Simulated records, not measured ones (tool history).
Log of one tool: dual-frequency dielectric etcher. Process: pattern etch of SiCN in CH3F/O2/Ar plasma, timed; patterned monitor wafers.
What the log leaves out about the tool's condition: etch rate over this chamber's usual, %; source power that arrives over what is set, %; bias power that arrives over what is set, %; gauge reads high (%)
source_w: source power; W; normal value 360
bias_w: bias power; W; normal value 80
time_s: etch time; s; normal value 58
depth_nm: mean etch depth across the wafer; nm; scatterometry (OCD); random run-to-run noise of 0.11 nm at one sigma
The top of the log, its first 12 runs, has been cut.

run	hour	source_w	bias_w	time_s	wafers since the last listed run	hours since the last wet clean	hours since the last source power generator calibration	hours since the last bias power generator calibration	hours since the last upper electrode change	hours since the gauge calibration	read-back reference wafer on the same gauge, depth_nm	depth_nm
13	133.2	360	89	58	146	75.3	92.6	59.3	179.3	350.8	23.02	21.74
14	146.7	360	95	58	156	88.8	106.1	72.8	192.8	364.3	22.98	21.98
15	152.9	310	80	48.5	71	95	112.3	79	199	370.5	22.99	16.23
16	164.2	330	94	66	131	106.3	123.6	90.3	210.3	381.8	22.99	23.81
# hour 169.5: gauge calibrated
17	173	280	67	58	102	115.1	132.4	99.1	219.1	3.5	22.96	17.63
18	189.2	280	80	70.5	187	131.3	148.6	115.3	235.3	19.7	23.02	22.58
19	201.6	440	80	66.5	143	143.7	161	127.7	247.7	32.1	22.99	25.83
20	228.2	360	88	66	308	170.3	187.6	154.3	274.3	58.7	22.93	24.4
21	239.7	360	80	58	133	181.8	199.1	165.8	285.8	70.2	23	20.59
22	255.2	320	92	72	179	197.3	214.6	181.3	301.3	85.7	23.05	25.78
23	268.3	360	80	58	151	210.4	227.7	194.4	314.4	98.8	23.02	20.72
24	275.4	360	80	58	82	217.5	234.8	201.5	321.5	105.9	23.02	20.8
25	290.4	410	80	58	173	232.5	249.8	216.5	336.5	120.9	23.02	21.87
26	304.7	360	96	50.5	165	246.8	264.1	230.8	350.8	135.2	23.05	19.04
27	337.2	360	80	69.5	376	279.3	296.6	263.3	383.3	167.7	22.98	24.91
28	347.5	300	61	74.5	119	289.6	306.9	273.6	393.6	178	23.01	22.38
29	399.6	360	80	58	604	341.7	359	325.7	445.7	230.1	23	20.68
30	411.8	360	96	50.5	141	353.9	371.2	337.9	457.9	242.3	23.02	19.04

What if the next run were any one of these 4? Each begins from the tool's condition after run 30:
A	412.2	270	80	58	4	354.3	371.6	338.3	458.3	242.7	?	?
B	412.2	360	86	64	4	354.3	371.6	338.3	458.3	242.7	?	?
C	412.2	320	86	67.5	4	354.3	371.6	338.3	458.3	242.7	?	?
D	412.2	310	66	50	4	354.3	371.6	338.3	458.3	242.7	?	?

run	read-back reference wafer on the same gauge, depth_nm	depth_nm
A	23.01	18.1
B	23.01	23.04
C	23.01	23.16
D	23.01	15.52
Without the tool's unlogged condition, the same runs would have read:
run	depth_nm
A	18.52
B	23.58
C	23.7
D	15.88

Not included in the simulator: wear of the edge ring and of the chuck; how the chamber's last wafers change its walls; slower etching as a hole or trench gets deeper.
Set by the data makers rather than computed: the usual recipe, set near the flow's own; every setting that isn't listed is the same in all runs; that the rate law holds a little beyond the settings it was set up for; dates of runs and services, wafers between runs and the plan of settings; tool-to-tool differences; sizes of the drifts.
